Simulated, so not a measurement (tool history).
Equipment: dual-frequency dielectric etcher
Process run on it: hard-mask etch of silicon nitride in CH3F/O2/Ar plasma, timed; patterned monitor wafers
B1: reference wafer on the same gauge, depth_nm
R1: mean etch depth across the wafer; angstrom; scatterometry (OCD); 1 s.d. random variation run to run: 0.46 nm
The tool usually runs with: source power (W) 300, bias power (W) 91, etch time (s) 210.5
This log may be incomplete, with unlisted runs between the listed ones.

run 1 hour=0.0 | source_power_(W)=300 bias_power_(W)=75 etch_time_(s)=210.5 | B1=131.0 | R1=1294
run 2 hour=21.6 | source_power_(W)=340 bias_power_(W)=91 etch_time_(s)=210.5 | B1=131.0 | R1=1448
run 3 hour=43.5 | source_power_(W)=340 bias_power_(W)=91 etch_time_(s)=210.5 | B1=131.0 | R1=1461
run 4 hour=68.3 | source_power_(W)=340 bias_power_(W)=91 etch_time_(s)=210.5 | B1=131.0 | R1=1459
-- hour=73.3 gauge calibrated
run 5 hour=85.8 | source_power_(W)=280 bias_power_(W)=76 etch_time_(s)=210.5 | B1=131.0 | R1=1261
run 6 hour=114.2 | source_power_(W)=280 bias_power_(W)=76 etch_time_(s)=210.5 | B1=131.0 | R1=1265
run 7 hour=145.5 | source_power_(W)=300 bias_power_(W)=91 etch_time_(s)=210.5 | B1=131.1 | R1=1393
-- hour=176.1 wet clean of the chamber
-- hour=178.5 source power generator calibrated
run 8 hour=179.0 | source_power_(W)=360 bias_power_(W)=81 etch_time_(s)=210.5 | B1=131.0 | R1=1382
run 9 hour=179.3 | source_power_(W)=220 bias_power_(W)=91 etch_time_(s)=170.5 | B1=131.0 | R1=952
run 10 hour=198.1 | source_power_(W)=340 bias_power_(W)=91 etch_time_(s)=210.5 | B1=131.0 | R1=1408
-- hour=215.1 bias power generator calibrated
-- hour=221.6 gauge calibrated
-- hour=228.0 upper electrode replaced
run 11 hour=228.6 | source_power_(W)=240 bias_power_(W)=81 etch_time_(s)=210.5 | B1=130.9 | R1=1179
run 12 hour=257.6 | source_power_(W)=360 bias_power_(W)=106 etch_time_(s)=248.0 | B1=131.0 | R1=1815
run 13 hour=283.6 | source_power_(W)=360 bias_power_(W)=81 etch_time_(s)=210.5 | B1=131.0 | R1=1391
run 14 hour=310.2 | source_power_(W)=330 bias_power_(W)=114 etch_time_(s)=266.0 | B1=131.0 | R1=1926

Alternative continuations, all from the tool just after run 14; predict every row:
run A hour=310.7 | source_power_(W)=300 bias_power_(W)=91 etch_time_(s)=210.5 | B1=? | R1=?
run B hour=310.7 | source_power_(W)=220 bias_power_(W)=76 etch_time_(s)=210.5 | B1=? | R1=?
run C hour=310.7 | source_power_(W)=370 bias_power_(W)=69 etch_time_(s)=210.5 | B1=? | R1=?
run D hour=310.7 | source_power_(W)=350 bias_power_(W)=91 etch_time_(s)=164.5 | B1=? | R1=?
run E hour=310.7 | source_power_(W)=360 bias_power_(W)=102 etch_time_(s)=210.5 | B1=? | R1=?

run=A B1=131.0 R1=1347
run=B B1=131.0 R1=1106
run=C B1=131.0 R1=1326
run=D B1=131.0 R1=1121
run=E B1=131.0 R1=1514
What these runs would have given with no unlogged condition in the tool:
run=A R1=1334
run=B R1=1096
run=C R1=1314
run=D R1=1110
run=E R1=1499

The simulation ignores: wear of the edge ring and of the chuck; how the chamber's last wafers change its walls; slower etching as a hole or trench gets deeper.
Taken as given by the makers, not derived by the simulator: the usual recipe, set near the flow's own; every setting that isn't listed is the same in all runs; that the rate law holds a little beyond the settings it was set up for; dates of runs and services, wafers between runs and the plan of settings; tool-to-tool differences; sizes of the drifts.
